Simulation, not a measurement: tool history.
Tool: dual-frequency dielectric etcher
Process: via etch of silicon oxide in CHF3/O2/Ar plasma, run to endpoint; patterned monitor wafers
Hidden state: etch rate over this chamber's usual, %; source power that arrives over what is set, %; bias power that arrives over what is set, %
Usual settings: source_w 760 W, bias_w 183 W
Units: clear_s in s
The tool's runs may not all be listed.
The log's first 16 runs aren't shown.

run    hour  source_w  bias_w  wafers since the last listed run  hours since the last wet clean  hours since the last source power generator calibration  hours since the last bias power generator calibration  hours since the last upper electrode change  incoming incoming film thickness, nm  clear_s
 17   791.2       700     183                                33                             8.2                                                   3395.2                                                 3564.6                                        338.2                                 685.8    335.2
 18   837.1       760     183                               200                            54.1                                                   3441.1                                                 3610.5                                        384.1                                 697.1    319.4
      910.6  -- source power generator calibrated
 19   963.8       850     170                               536                           180.8                                                     53.2                                                 3737.2                                        510.8                                 694.3    306.5
 20   993.2       760     170                               128                           210.2                                                     82.6                                                 3766.6                                        540.2                                 689.6    330.1
 21  1046.4       760     143                               232                           263.4                                                    135.8                                                 3819.8                                        593.4                                 697.4      342
     1053.6  -- bias power generator calibrated
 22  1091.6       760     140                               180                           308.6                                                      181                                                     38                                        638.6                                 692.4    343.4
 23  1125.9       610     166                               150                           342.9                                                    215.3                                                   72.3                                        672.9                                   696    400.3
 24  1170.6       590     228                               195                           387.6                                                      260                                                    117                                        717.6                                 695.8    386.8
 25  1208.5       760     159                               165                           425.5                                                    297.9                                                  154.9                                        755.5                                   695    335.9
 26  1242.4       820     166                               148                           459.4                                                    331.8                                                  188.8                                        789.4                                 689.3    310.2
     1279.6  -- wet clean of the chamber
 27  1289.5       760     183                               101                             9.9                                                    378.9                                                  235.9                                        836.5                                 691.4    322.2
 28    1342       600     216                               229                            62.4                                                    431.4                                                  288.4                                          889                                 690.7    375.4
 29  1385.9       760     183                               192                           106.3                                                    475.3                                                  332.3                                        932.9                                 695.5    323.8
 30  1438.2       580     183                               228                           158.6                                                    527.6                                                  384.6                                        985.2                                 697.2    409.4

Run 31 comes next. What will it give?
 31  1506.5       590     224                               298                           226.9                                                    595.9                                                  452.9                                       1053.5                                 691.4        ?

Run 31 gave clear_s 381.4 s.
Without the tool's hidden state the same run would have given clear_s 388.1 s.

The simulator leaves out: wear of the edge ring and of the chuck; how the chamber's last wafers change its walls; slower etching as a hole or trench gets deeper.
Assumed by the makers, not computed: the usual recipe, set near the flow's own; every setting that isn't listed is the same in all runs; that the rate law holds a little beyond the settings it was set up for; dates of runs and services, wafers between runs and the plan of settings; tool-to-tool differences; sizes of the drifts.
